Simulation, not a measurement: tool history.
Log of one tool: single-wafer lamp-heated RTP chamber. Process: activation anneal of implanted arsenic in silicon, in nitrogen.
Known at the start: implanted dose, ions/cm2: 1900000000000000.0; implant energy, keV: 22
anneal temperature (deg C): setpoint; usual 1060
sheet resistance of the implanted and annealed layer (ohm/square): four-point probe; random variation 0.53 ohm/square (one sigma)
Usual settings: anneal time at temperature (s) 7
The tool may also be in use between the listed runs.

| run | hour | anneal temperature (deg C) | anneal time at temperature (s) | read-back reference wafer on the same gauge, sheet resistance | sheet resistance of the implanted and annealed layer (ohm/square) |
|---|---|---|---|---|---|
| 1 | 0 | 1060 | 9 | 94.02 | 86.39 |
|  | 1.1 | pyrometer window cleaned and pyrometer calibrated |
|  | 60.8 | reflector plate cleaned |
| 2 | 66.7 | 1060 | 9 | 94 | 88.19 |
| 3 | 104.8 | 1060 | 7 | 93.83 | 91.01 |
| 4 | 166.4 | 1060 | 7 | 94.01 | 91.04 |
| 5 | 204.2 | 1048 | 7 | 93.78 | 93 |
|  | 215.5 | pyrometer window cleaned and pyrometer calibrated |
| 6 | 234 | 1048 | 7 | 94.09 | 97.13 |
| 7 | 302.1 | 1048 | 7 | 93.88 | 96.77 |
| 8 | 345.4 | 1060 | 7 | 93.87 | 91.13 |
| 9 | 388.3 | 1060 | 7 | 93.81 | 89.63 |
| 10 | 423.5 | 1060 | 7 | 93.92 | 89.54 |
|  | 462.8 | pyrometer window cleaned and pyrometer calibrated |
| 11 | 475.5 | 1068 | 7 | 93.89 | 90.89 |
| 12 | 532.4 | 1060 | 7 | 93.84 | 91.46 |
| 13 | 559.3 | 1051 | 3 | 94.08 | 105.82 |
| 14 | 620.3 | 1036 | 4 | 93.88 | 105.66 |
| 15 | 654.3 | 1070 | 4 | 93.87 | 95.35 |
|  | 670.5 | pyrometer window cleaned and pyrometer calibrated |
|  | 685.8 | reflector plate cleaned |
| 16 | 692.8 | 1086 | 7 | 93.91 | 84.06 |
|  | 716.1 | gauge calibrated |
| 17 | 718.3 | 1060 | 7 | 93.88 | 93.14 |
| 18 | 745.7 | 1060 | 7 | 93.87 | 92.16 |
| 19 | 801.8 | 1060 | 7 | 93.89 | 91.72 |
| 20 | 840.2 | 1043 | 10 | 93.9 | 92.38 |
|  | 858 | pyrometer window cleaned and pyrometer calibrated |
| 21 | 911.3 | 1086 | 5 | 93.81 | 88.04 |
| 22 | 970.1 | 1048 | 11 | 93.98 | 89.19 |
| 23 | 1016 | 1034 | 3 | 93.88 | 110.31 |

Forecast each of these 5 alternatives for the next run:
| A | 1016.4 | 1060 | 10 | ? | ? |
| B | 1016.4 | 1074 | 8 | ? | ? |
| C | 1016.4 | 1078 | 3 | ? | ? |
| D | 1016.4 | 1051 | 8 | ? | ? |
| E | 1016.4 | 1077 | 5 | ? | ? |

| run | read-back reference wafer on the same gauge, sheet resistance | sheet resistance of the implanted and annealed layer (ohm/square) |
|---|---|---|
| A | 93.76 | 86.06 |
| B | 93.76 | 84.43 |
| C | 93.76 | 96.53 |
| D | 93.76 | 92.33 |
| E | 93.76 | 90.01 |
Without the tool's hidden state the same runs would have given:
| run | sheet resistance of the implanted and annealed layer (ohm/square) |
|---|---|
| A | 89.34 |
| B | 87.52 |
| C | 99.36 |
| D | 95.66 |
| E | 93 |
